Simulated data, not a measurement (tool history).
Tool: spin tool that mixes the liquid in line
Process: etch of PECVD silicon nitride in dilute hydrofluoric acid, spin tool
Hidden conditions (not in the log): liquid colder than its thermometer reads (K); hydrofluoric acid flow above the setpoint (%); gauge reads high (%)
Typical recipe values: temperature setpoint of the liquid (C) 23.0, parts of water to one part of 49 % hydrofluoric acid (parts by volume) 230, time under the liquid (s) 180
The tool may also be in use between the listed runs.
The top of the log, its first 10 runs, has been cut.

run	hour	temperature setpoint of the liquid (C)	parts of water to one part of 49 % hydrofluoric acid (parts by volume)	time under the liquid (s)	wafers since the last listed run	hours since the thermometer was replaced	hours since the hydrofluoric acid flow meter was replaced	hours since the gauge calibration	read-back film thickness of the PECVD silicon nitride reference wafer, read on the same gauge (nm)	thickness taken off the PECVD silicon nitride on a monitor wafer (nm)
11	160.6	23.0	230	235	78	2191.3	1506.7	42.1	130.011	3.768
12	168.4	23.0	230	180	46	2199.1	1514.5	49.9	129.994	2.926
13	175.6	23.0	230	180	43	2206.3	1521.7	57.1	130.013	2.933
14	191.6	23.0	230	180	96	2222.3	1537.7	73.1	130.008	2.920
# hour 196.0: thermometer replaced
15	199.2	23.0	230	180	39	3.2	1545.3	80.7	130.023	2.957
16	211.4	23.0	150	180	73	15.4	1557.5	92.9	130.013	4.470
17	221.9	23.0	275	180	63	25.9	1568.0	103.4	129.989	2.459
18	233.4	23.0	230	180	69	37.4	1579.5	114.9	129.996	2.959
19	240.0	26.0	230	275	39	44.0	1586.1	121.5	129.999	5.483
20	248.9	26.5	150	225	53	52.9	1595.0	130.4	130.014	7.062
21	258.8	18.0	120	100	59	62.8	1604.9	140.3	130.002	2.201
22	269.9	23.0	230	245	66	73.9	1616.0	151.4	130.010	3.970
23	277.3	23.0	230	235	44	81.3	1623.4	158.8	129.993	3.828
24	289.5	23.0	280	100	73	93.5	1635.6	171.0	129.983	1.364
# hour 296.9: hydrofluoric acid flow meter replaced
25	299.3	21.5	280	180	52	103.3	2.4	180.8	130.002	2.024
26	308.4	27.0	135	135	54	112.4	11.5	189.9	129.984	4.439
27	325.8	25.5	285	180	104	129.8	28.9	207.3	129.996	2.560
28	333.3	23.0	230	210	45	137.3	36.4	214.8	130.021	3.166
# hour 344.1: gauge calibrated
29	344.4	23.0	230	210	66	148.4	47.5	0.3	130.017	3.151
30	361.3	23.0	140	90	101	165.3	64.4	17.2	129.988	2.200
31	375.4	18.5	170	105	84	179.4	78.5	31.3	130.004	1.593
32	391.3	20.0	295	220	95	195.3	94.4	47.2	129.988	2.132
33	403.6	25.5	300	180	74	207.6	106.7	59.5	129.967	2.431

Branching from run 33: 3 alternative next runs. What would each branch give?
A	404.1	23.0	230	180	3	208.1	107.2	60.0	?	?
B	404.1	23.0	165	120	3	208.1	107.2	60.0	?	?
C	404.1	19.0	230	280	3	208.1	107.2	60.0	?	?

run	read-back film thickness of the PECVD silicon nitride reference wafer, read on the same gauge (nm)	thickness taken off the PECVD silicon nitride on a monitor wafer (nm)
A	130.007	2.696
B	130.007	2.494
C	130.007	3.240
The same runs, with their run-to-run variation unchanged, on a tool lacking any hidden condition would have given:
run	thickness taken off the PECVD silicon nitride on a monitor wafer (nm)
A	2.616
B	2.420
C	3.146
